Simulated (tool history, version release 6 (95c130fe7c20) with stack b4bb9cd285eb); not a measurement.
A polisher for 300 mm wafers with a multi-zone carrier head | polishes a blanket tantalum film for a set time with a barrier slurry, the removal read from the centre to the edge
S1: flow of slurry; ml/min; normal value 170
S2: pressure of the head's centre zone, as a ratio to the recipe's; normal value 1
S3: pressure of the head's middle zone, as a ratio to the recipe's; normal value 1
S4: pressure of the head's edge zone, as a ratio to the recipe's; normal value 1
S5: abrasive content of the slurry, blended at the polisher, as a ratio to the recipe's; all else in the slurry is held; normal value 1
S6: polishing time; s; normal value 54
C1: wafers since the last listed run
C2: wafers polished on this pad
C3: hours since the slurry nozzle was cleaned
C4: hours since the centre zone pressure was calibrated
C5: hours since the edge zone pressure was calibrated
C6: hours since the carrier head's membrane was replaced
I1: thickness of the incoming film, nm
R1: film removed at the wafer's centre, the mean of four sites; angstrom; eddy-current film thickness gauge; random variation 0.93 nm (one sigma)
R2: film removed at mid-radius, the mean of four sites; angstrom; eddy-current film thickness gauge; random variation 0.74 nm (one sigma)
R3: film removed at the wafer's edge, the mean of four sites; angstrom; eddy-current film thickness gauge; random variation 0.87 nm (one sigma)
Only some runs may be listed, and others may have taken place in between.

run	hour	S1	S2	S3	S4	S5	S6	C1	C2	C3	C4	C5	C6	I1	R1	R2	R3
1	0	200	1	1	1	1	54	0	3795	397.1	513	1111	77.3	340.5	759	740	791
# hour 12.2: edge zone pressure recalibrated
2	63.1	170	1	1	1	1	54	720	4515	460.2	576.1	50.9	140.4	340.6	763	727	772
# hour 152.5: slurry nozzle cleaned
3	170.3	170	1	1	1	1	54	1251	5766	17.8	683.3	158.1	247.6	342.2	743	720	774
# hour 213.5: worn pad replaced by a new one
4	234.9	170	1	1	1	1	54	714	251	82.4	747.9	222.7	312.2	342.6	736	731	781
5	341.2	190	1	1	1	1	54	1252	1504	188.7	854.2	329	418.5	340	759	734	765
6	414.6	170	1	1	1	1	54	865	2369	262.1	927.6	402.4	491.9	339	739	729	770
# hour 420: centre zone pressure recalibrated
7	497.9	170	1	1	1	1	54	958	3327	345.4	77.9	485.7	575.2	342.6	743	734	756
8	537.6	170	0.88	1	1	1	54	467	3795	385.1	117.6	525.4	614.9	336.8	645	727	752
9	593.6	190	1	0.95	1	1	54	659	4455	441.1	173.6	581.4	670.9	341.8	749	709	773
# hour 664.4: worn pad replaced by a new one
10	670.6	190	0.96	1	1.06	1	62	860	73	518.1	250.6	658.4	747.9	339.4	830	855	917
# hour 813.3: slurry nozzle cleaned
11	888.6	170	1	1	1	1	54	2557	2630	75.3	468.6	876.4	965.9	335.3	739	738	768
12	1021.8	170	1	1	1.1	1.2	54	1569	4200	208.5	601.8	1009.6	1099.1	344.7	784	769	842
13	1098.4	170	1	1	1.09	1	54	902	5103	285.1	678.4	1086.2	1175.7	337.4	740	725	784
14	1168.8	125	1	1	1.07	1	69	829	5932	355.5	748.8	1156.6	1246.1	342.7	904	888	982
# hour 1210.5: worn pad replaced by a new one
# hour 1242.6: edge zone pressure recalibrated
# hour 1248.6: carrier head's membrane replaced by a new one
15	1252.4	170	1	1	1	1	54	855	411	439.1	832.4	9.8	3.8	337.4	728	727	752
16	1344.9	125	1	1	1.07	1	69	1090	1501	531.6	924.9	102.3	96.3	341.2	913	887	987
# hour 1437.5: slurry nozzle cleaned
# hour 1486.1: centre zone pressure recalibrated
17	1548.3	170	1	1	1	0.7	36	2361	3862	110.8	62.2	305.7	299.7	337.2	443	435	455
18	1584.4	220	1	0.9	1.08	1	54	425	4288	146.9	98.3	341.8	335.8	337.7	767	680	796
19	1676.9	190	1	1	1	1	66	1090	5378	239.4	190.8	434.3	428.3	339.1	922	910	946
# hour 1769.4: worn pad replaced by a new one
20	1773.1	170	1	1	1	1	54	1086	43	335.6	287	530.5	524.5	345.4	731	720	770
21	1837.4	115	1	1	1	1	54	757	801	399.9	351.3	594.8	588.8	345.8	702	702	728

4 options for the next run, each taken on its own from the tool as it stands now. Forecast them:
A	1837.8	170	1	1	1	1	48	4	806	400.3	351.7	595.2	589.2	336.2	?	?	?
B	1837.8	230	1	1	1	1	54	4	806	400.3	351.7	595.2	589.2	336.2	?	?	?
C	1837.8	210	1	1.07	0.96	1	54	4	806	400.3	351.7	595.2	589.2	336.2	?	?	?
D	1837.8	170	0.95	1	0.9	0.75	54	4	806	400.3	351.7	595.2	589.2	336.2	?	?	?

run	R1	R2	R3
A	653	650	681
B	764	757	786
C	756	794	764
D	636	667	664
Take away the tool's hidden state, keep each run's random variation, and the runs would have read:
run	R1	R2	R3
A	653	650	681
B	764	757	786
C	756	794	764
D	636	667	664

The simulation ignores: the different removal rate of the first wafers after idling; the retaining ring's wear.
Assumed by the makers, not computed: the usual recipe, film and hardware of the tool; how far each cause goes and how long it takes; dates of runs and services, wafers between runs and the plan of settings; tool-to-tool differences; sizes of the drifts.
